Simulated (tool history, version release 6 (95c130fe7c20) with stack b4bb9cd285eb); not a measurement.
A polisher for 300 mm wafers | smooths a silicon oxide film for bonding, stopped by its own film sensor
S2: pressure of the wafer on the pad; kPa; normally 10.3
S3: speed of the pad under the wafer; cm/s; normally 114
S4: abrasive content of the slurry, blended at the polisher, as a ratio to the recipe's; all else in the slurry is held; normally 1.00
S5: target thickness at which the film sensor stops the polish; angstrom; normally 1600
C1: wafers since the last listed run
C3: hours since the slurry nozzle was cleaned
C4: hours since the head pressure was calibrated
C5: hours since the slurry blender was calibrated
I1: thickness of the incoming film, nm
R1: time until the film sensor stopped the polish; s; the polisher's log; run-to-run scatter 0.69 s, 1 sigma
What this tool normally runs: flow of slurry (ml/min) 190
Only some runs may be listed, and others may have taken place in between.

Run 1, hour 0.0: usual settings; C1 0; wafers polished on this pad 3389; C3 616.5; C4 260.7; C5 506.5; I1 209.1. Result: R1 76.3 s.
At hour 44.2: slurry nozzle cleaned.
At hour 62.5: slurry blender recalibrated.
Run 2, hour 72.9: usual settings but S3 84 cm/s; C1 585; wafers polished on this pad 3975; C3 28.7; C4 333.6; C5 10.4; I1 209.2. Result: R1 79.5 s.
At hour 84.3: worn pad replaced by a new one.
Run 3, hour 151.6: usual settings; C1 625; wafers polished on this pad 563; C3 107.4; C4 412.3; C5 89.1; I1 211.1. Result: R1 73.2 s.
Run 4, hour 242.5: usual settings; C1 761; wafers polished on this pad 1324; C3 198.3; C4 503.2; C5 180.0; I1 210.6. Result: R1 71.6 s.
Run 5, hour 307.0: usual settings; C1 540; wafers polished on this pad 1864; C3 262.8; C4 567.7; C5 244.5; I1 213.4. Result: R1 77.2 s.
Run 6, hour 370.6: usual settings; C1 532; wafers polished on this pad 2397; C3 326.4; C4 631.3; C5 308.1; I1 206.4. Result: R1 69.6 s.
Run 7, hour 408.8: usual settings; C1 319; wafers polished on this pad 2717; C3 364.6; C4 669.5; C5 346.3; I1 208.9. Result: R1 73.1 s.
Run 8, hour 512.3: usual settings; C1 866; wafers polished on this pad 3584; C3 468.1; C4 773.0; C5 449.8; I1 208.4. Result: R1 73.3 s.
At hour 528.9: head pressure recalibrated.
At hour 536.8: slurry blender recalibrated.
At hour 555.5: worn pad replaced by a new one.
Run 9, hour 619.5: usual settings; C1 830; wafers polished on this pad 536; C3 575.3; C4 90.6; C5 82.7; I1 213.4. Result: R1 82.3 s.
At hour 674.2: slurry nozzle cleaned.
Run 10, hour 701.8: usual settings; C1 680; wafers polished on this pad 1217; C3 27.6; C4 172.9; C5 165.0; I1 209.4. Result: R1 69.2 s.
Run 11, hour 768.8: usual settings; C1 561; wafers polished on this pad 1778; C3 94.6; C4 239.9; C5 232.0; I1 209.7. Result: R1 70.7 s.
Run 12, hour 866.0: usual settings; C1 813; wafers polished on this pad 2592; C3 191.8; C4 337.1; C5 329.2; I1 209.1. Result: R1 70.9 s.
Run 13, hour 960.3: usual settings; C1 789; wafers polished on this pad 3381; C3 286.1; C4 431.4; C5 423.5; I1 209.5. Result: R1 74.8 s.
Run 14, hour 1054.5: usual settings but S2 6.9 kPa, S3 140 cm/s, S4 1.10, S5 1670 angstrom; C1 788; wafers polished on this pad 4170; C3 380.3; C4 525.6; C5 517.7; I1 209.1. Result: R1 78.7 s.
Run 15, hour 1105.1: usual settings; C1 423; wafers polished on this pad 4594; C3 430.9; C4 576.2; C5 568.3; I1 209.9. Result: R1 76.3 s.
At hour 1121.9: worn pad replaced by a new one.
Run 16, hour 1143.2: usual settings but S2 13.8 kPa, S3 132 cm/s, S4 0.75; C1 285; wafers polished on this pad 178; C3 469.0; C4 614.3; C5 606.4; I1 209.1. Result: R1 63.2 s.
At hour 1151.5: slurry blender recalibrated.
At hour 1223.3: slurry nozzle cleaned.
Run 17, hour 1237.9: usual settings; C1 767; wafers polished on this pad 945; C3 14.6; C4 709.0; C5 86.4; I1 208.8. Result: R1 69.2 s.
Run 18, hour 1315.5: usual settings; C1 649; wafers polished on this pad 1595; C3 92.2; C4 786.6; C5 164.0; I1 210.8. Result: R1 72.3 s.
At hour 1317.6: head pressure recalibrated.
Run 19, hour 1357.8: usual settings but S3 140 cm/s; C1 337; wafers polished on this pad 1933; C3 134.5; C4 40.2; C5 206.3; I1 214.2. Result: R1 70.2 s.
Run 20, hour 1407.2: usual settings but S4 1.20; C1 413; wafers polished on this pad 2346; C3 183.9; C4 89.6; C5 255.7; I1 212.2. Result: R1 70.6 s.
Run 21, hour 1469.9: usual settings but S5 1470 angstrom; C1 525; wafers polished on this pad 2871; C3 246.6; C4 152.3; C5 318.4; I1 211.8. Result: R1 95.7 s.
Run 22, hour 1530.6: usual settings but S4 1.20; C1 508; wafers polished on this pad 3380; C3 307.3; C4 213.0; C5 379.1; I1 209.1. Result: R1 67.9 s.
Run 23, hour 1573.9: usual settings but S2 8.3 kPa, S3 88 cm/s, S4 1.20; C1 362; wafers polished on this pad 3742; C3 350.6; C4 256.3; C5 422.4; I1 210.5. Result: R1 96.5 s.
At hour 1614.5: worn pad replaced by a new one.
At hour 1615.7: slurry blender recalibrated.
Run 24, hour 1619.0: usual settings but S4 1.15; C1 333; wafers polished on this pad 27; C3 395.7; C4 301.4; C5 3.3; I1 212.0. Result: R1 74.8 s.
Run 25, hour 1698.5: usual settings but flow of slurry (ml/min) 255, S3 132 cm/s; C1 665; wafers polished on this pad 693; C3 475.2; C4 380.9; C5 82.8; I1 209.3. Result: R1 65.3 s.
Run 26, hour 1779.8: usual settings; C1 680; wafers polished on this pad 1374; C3 556.5; C4 462.2; C5 164.1; I1 210.9. Result: R1 77.3 s.
At hour 1801.5: slurry nozzle cleaned.
Run 27, hour 1822.4: usual settings but S2 8.3 kPa, S3 100 cm/s, S4 0.80, S5 1500 angstrom; C1 348; wafers polished on this pad 1722; C3 20.9; C4 504.8; C5 206.7; I1 212.0. Result: R1 123.2 s.

What does the tool deliver on the next run?
Run 28, hour 1918.0: usual settings but S2 11.7 kPa, S3 150 cm/s, S4 0.90, S5 1710 angstrom; C1 800; wafers polished on this pad 2522; C3 116.5; C4 600.4; C5 302.3; I1 211.5. Result: R1 ?.

R1: 47.2 s
Had the tool carried no hidden state, the very same run would have given R1 45.5 s.
